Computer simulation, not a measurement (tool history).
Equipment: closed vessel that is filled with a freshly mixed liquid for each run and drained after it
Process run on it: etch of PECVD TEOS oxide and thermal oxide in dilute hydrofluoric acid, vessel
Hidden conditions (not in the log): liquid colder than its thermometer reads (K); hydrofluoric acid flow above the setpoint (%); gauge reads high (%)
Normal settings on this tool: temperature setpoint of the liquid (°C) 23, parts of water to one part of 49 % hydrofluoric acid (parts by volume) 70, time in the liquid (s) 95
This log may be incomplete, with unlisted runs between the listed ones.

run   hour  temperature setpoint of the liquid (°C)  parts of water to one part of 49 % hydrofluoric acid (parts by volume)  time in the liquid (s)  wafers since the last listed run  hours since the thermometer was replaced  hours since the hydrofluoric acid flow meter was replaced  hours since the gauge calibration  read-back film thickness of the PECVD TEOS oxide reference wafer, read on the same gauge (nm)  read-back film thickness of the thermal oxide reference wafer, read on the same gauge (nm)  thickness taken off the PECVD TEOS oxide on a monitor wafer (nm)  thickness taken off the thermal oxide on a monitor wafer (nm)
  1      0                                     24.5                                                                      70                     135                                 0                                     120.3                                                       46.4                              971.1                                                                                         105.23                                                                                       52.59                                                             21.12                                                          10.49
  2   27.8                                       25                                                                      95                     125                              2771                                     148.1                                                       74.2                              998.9                                                                                         105.26                                                                                       52.63                                                             14.22                                                           7.13
  3   55.8                                       23                                                                      60                      95                              2791                                     176.1                                                      102.2                             1026.9                                                                                         105.31                                                                                       52.68                                                             16.62                                                           8.19
  4   89.4                                       23                                                                      70                     150                              3349                                     209.7                                                      135.8                             1060.5                                                                                         105.39                                                                                       52.66                                                             22.02                                                          10.93
  5  102.9                                       27                                                                      95                     115                              1345                                     223.2                                                      149.3                               1074                                                                                         105.39                                                                                       52.72                                                             14.15                                                           7.14
  6  124.7                                     18.5                                                                      55                      95                              2173                                       245                                                      171.1                             1095.8                                                                                         105.43                                                                                       52.72                                                             15.06                                                           7.37
  7  137.7                                       19                                                                      90                      70                              1295                                       258                                                      184.1                             1108.8                                                                                         105.47                                                                                       52.72                                                              6.63                                                            3.3
  8  171.7                                       23                                                                      70                      80                              3389                                       292                                                      218.1                             1142.8                                                                                          105.5                                                                                       52.71                                                             12.04                                                           5.83
  9  197.6                                     27.5                                                                     100                      95                              2581                                     317.9                                                        244                             1168.7                                                                                         105.52                                                                                       52.72                                                             11.32                                                           5.58
 10  213.3                                       23                                                                      70                      95                              1565                                     333.6                                                      259.7                             1184.4                                                                                         105.51                                                                                       52.77                                                             14.05                                                           6.92
 11  238.3                                       23                                                                      70                      95                              2492                                     358.6                                                      284.7                             1209.4                                                                                         105.53                                                                                       52.76                                                             14.14                                                           6.93
 12  250.8                                       25                                                                      35                     140                              1246                                     371.1                                                      297.2                             1221.9                                                                                         105.56                                                                                        52.8                                                             47.38                                                          23.09
     255.4  -- gauge calibrated
 13  301.1                                     19.5                                                                      40                     125                              5014                                     421.4                                                      347.5                               45.7                                                                                         100.29                                                                                       50.12                                                             27.73                                                          13.47
 14  330.8                                     24.5                                                                      55                      40                              2960                                     451.1                                                      377.2                               75.4                                                                                         100.62                                                                                       50.31                                                              7.78                                                           3.88
 15  359.5                                       23                                                                      80                      95                              2861                                     479.8                                                      405.9                              104.1                                                                                         100.91                                                                                       50.46                                                             11.43                                                           5.72
 16  376.3                                       23                                                                      90                      95                              1674                                     496.6                                                      422.7                              120.9                                                                                         101.08                                                                                       50.55                                                             10.16                                                           5.01
 17  388.8                                       23                                                                      70                      95                              1246                                     509.1                                                      435.2                              133.4                                                                                         101.18                                                                                       50.61                                                             13.71                                                           6.64
 18  409.5                                       23                                                                      70                      40                              2063                                     529.8                                                      455.9                              154.1                                                                                         101.39                                                                                       50.66                                                              5.72                                                           2.82

Predict the results of run 19:
 19  443.2                                       23                                                                     105                      65                              3359                                     563.5                                                      489.6                              187.8                                                                                              ?                                                                                           ?                                                                 ?                                                              ?

{"run 19": {"read-back film thickness of the PECVD TEOS oxide reference wafer, read on the same gauge (nm)": 101.71, "read-back film thickness of the thermal oxide reference wafer, read on the same gauge (nm)": 50.87, "thickness taken off the PECVD TEOS oxide on a monitor wafer (nm)": 5.83, "thickness taken off the thermal oxide on a monitor wafer (nm)": 2.9}}
On a tool with no hidden condition, and with the same random variation, this run would have come out at thickness taken off the PECVD TEOS oxide on a monitor wafer (nm) 5.73, thickness taken off the thermal oxide on a monitor wafer (nm) 2.85.
